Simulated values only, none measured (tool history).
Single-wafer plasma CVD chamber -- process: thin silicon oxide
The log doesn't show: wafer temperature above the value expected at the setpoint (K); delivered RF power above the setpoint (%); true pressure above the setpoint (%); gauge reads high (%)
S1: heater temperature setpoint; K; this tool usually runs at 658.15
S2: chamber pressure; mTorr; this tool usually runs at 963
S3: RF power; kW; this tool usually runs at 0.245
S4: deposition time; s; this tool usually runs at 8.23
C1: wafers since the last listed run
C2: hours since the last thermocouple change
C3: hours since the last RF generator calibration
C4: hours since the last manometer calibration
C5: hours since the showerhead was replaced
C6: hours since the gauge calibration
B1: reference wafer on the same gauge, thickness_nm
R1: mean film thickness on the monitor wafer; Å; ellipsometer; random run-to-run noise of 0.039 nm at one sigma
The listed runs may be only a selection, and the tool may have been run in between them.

run,hour,S1,S2,S3,S4,C1,C2,C3,C4,C5,C6,B1,R1
1,0,658.15,963,0.245,7.68,0,1583.8,1221.1,1341,3184.5,171.6,18.084,159.94
2,52.1,658.15,963,0.245,8.23,1476,1635.9,1273.2,1393.1,3236.6,223.7,18.088,171.56
3,85.9,658.15,963,0.245,8.23,957,1669.7,1307,1426.9,3270.4,257.5,18.108,171.05
4,112.8,658.15,963,0.245,8.23,762,1696.6,1333.9,1453.8,3297.3,284.4,18.083,171.42
5,171.6,658.15,963,0.245,8.23,1666,1755.4,1392.7,1512.6,3356.1,343.2,18.107,171.08
6,208.6,658.15,963,0.245,8.23,1048,1792.4,1429.7,1549.6,3393.1,380.2,18.104,170.55
7,252.3,658.15,963,0.245,8.23,1238,1836.1,1473.4,1593.3,3436.8,423.9,18.123,171.41
8,299.4,658.15,963,0.245,8.23,1334,1883.2,1520.5,1640.4,3483.9,471,18.111,171.13
9,325.2,646.15,963,0.245,8.23,731,1909,1546.3,1666.2,3509.7,496.8,18.1,172.22
10,391.6,646.15,963,0.245,8.23,1881,1975.4,1612.7,1732.6,3576.1,563.2,18.103,172.39
11,435.5,658.15,963,0.245,8.23,1244,2019.3,1656.6,1776.5,3620,607.1,18.106,170.97
12,485.5,658.15,963,0.245,8.23,1417,2069.3,1706.6,1826.5,3670,657.1,18.105,171.06
13,553.9,664.15,1203,0.245,7,1938,2137.7,1775,1894.9,3738.4,725.5,18.093,162.77
# hour 573.6: RF generator calibrated
# hour 584.1: gauge calibrated
14,624.4,667.15,1072,0.265,9.47,1771,2208.2,50.8,1965.4,3808.9,40.3,18.107,216.19
# hour 645.4: capacitance manometer re-zeroed and calibrated
15,679.5,658.15,963,0.245,8.23,1334,2263.3,105.9,34.1,3864,95.4,18.098,174.97
16,725.4,658.15,963,0.245,8.23,1300,2309.2,151.8,80,3909.9,141.3,18.11,174.4
17,752.4,664.15,963,0.26,8.78,765,2336.2,178.8,107,3936.9,168.3,18.096,190.37
18,801.2,662.15,762,0.28,8.23,1383,2385,227.6,155.8,3985.7,217.1,18.078,161.36
# hour 813.9: thermocouple changed; heater temperature recalibrated
19,847.3,670.15,786,0.285,9.04,1079,33.4,273.7,201.9,4031.8,263.2,18.115,180.3
20,898.7,658.15,1160,0.265,8.23,1456,84.8,325.1,253.3,4083.2,314.6,18.108,199.73
21,930.6,665.15,1111,0.275,9.51,904,116.7,357,285.2,4115.1,346.5,18.104,227.65
# hour 998.1: showerhead replaced
22,998.6,670.15,963,0.245,6.8,1700,184.7,425,353.2,0.5,414.5,18.106,141.61
23,1057.8,644.15,732,0.275,7.03,1677,243.9,484.2,412.4,59.7,473.7,18.089,133.58
24,1109,658.15,963,0.245,8.86,1451,295.1,535.4,463.6,110.9,524.9,18.102,186.14
25,1156.4,658.15,1149,0.26,8.23,1343,342.5,582.8,511,158.3,572.3,18.117,195.58
26,1207.5,658.15,963,0.245,8.23,1448,393.6,633.9,562.1,209.4,623.4,18.105,172.11
27,1279.5,651.15,963,0.245,8.23,2040,465.6,705.9,634.1,281.4,695.4,18.104,173.55
# hour 1306.9: gauge calibrated
28,1323.1,658.15,724,0.245,8.23,1235,509.2,749.5,677.7,325,16.2,18.105,143.42

Below are 4 alternative next runs, each starting from the tool's condition after run 28. Predict each:
A,1323.5,668.15,963,0.245,8.23,11,509.6,749.9,678.1,325.4,16.6,?,?
B,1323.5,671.15,1050,0.215,9.63,11,509.6,749.9,678.1,325.4,16.6,?,?
C,1323.5,649.15,1098,0.265,9.32,11,509.6,749.9,678.1,325.4,16.6,?,?
D,1323.5,658.15,871,0.245,9.59,11,509.6,749.9,678.1,325.4,16.6,?,?

run,B1,R1
A,18.104,171.34
B,18.104,194.56
C,18.104,220.31
D,18.104,188.85
Without the tool's hidden state the same runs would have given:
run,R1
A,173.18
B,196.21
C,222.17
D,190.88
